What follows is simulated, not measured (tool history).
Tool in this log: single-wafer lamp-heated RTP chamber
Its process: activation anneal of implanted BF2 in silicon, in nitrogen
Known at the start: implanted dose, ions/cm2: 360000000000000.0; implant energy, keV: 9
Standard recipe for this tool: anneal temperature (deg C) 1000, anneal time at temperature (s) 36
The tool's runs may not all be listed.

run	day	anneal temperature (deg C)	anneal time at temperature (s)	read-back reference wafer on the same gauge, sheet resistance	sheet resistance of the implanted and annealed layer (ohm/square)
1	0	989	36	335.15	401.35
2	0.362	989	36	335.03	400.29
3	0.904	1000	49	334.7	381.07
4	1.325	1012	31	334.87	384.12
# day 1.442: gauge calibrated
5	1.967	1012	31	334.62	383.18
6	2.417	1000	36	335.12	389.73
7	2.838	1000	36	334.82	390.82
8	3.529	1000	36	334.96	388.69
9	3.912	1000	36	335.05	389.79
10	4.388	1000	36	335.01	390.51
11	4.767	1000	36	335.33	387.46
# day 5.758: pyrometer window cleaned and pyrometer calibrated
12	5.779	1000	36	334.74	397.57
13	6.104	1000	41	335.19	394.64
14	6.758	1016	36	335.02	382.94
# day 7.225: gauge calibrated
# day 7.433: reflector plate cleaned
15	7.454	1017	23	335	394.27
16	7.888	1000	57	335.31	384.98
17	8.429	1010	23	335.28	400.91
18	9.062	1011	16	335.32	407.15
19	9.6	1018	16	334.97	400.19
20	10.262	1000	36	335.12	396.6
21	10.683	1000	36	334.84	396.98
22	11.296	1010	23	334.83	399.73
23	11.825	1000	36	335.01	397.14
24	12.229	982	51	335.02	409.08

What would each run have given without the hidden state, its run-to-run variation left as it was?
The tool's hidden condition here consists of: true wafer temperature minus pyrometer reading, K; wafer temperature error from the tarnished reflector plate, K; gauge reads high (%).
run	sheet resistance of the implanted and annealed layer (ohm/square)
1	411.41
2	410.55
3	390.42
4	393.08
5	392.52
6	399.2
7	400.56
8	398.79
9	400.16
10	401.19
11	398.29
12	399.19
13	396.28
14	384.54
15	395.84
16	386.91
17	402.51
18	408.91
19	401.88
20	398.47
21	398.9
22	401.6
23	399.21
24	412.03
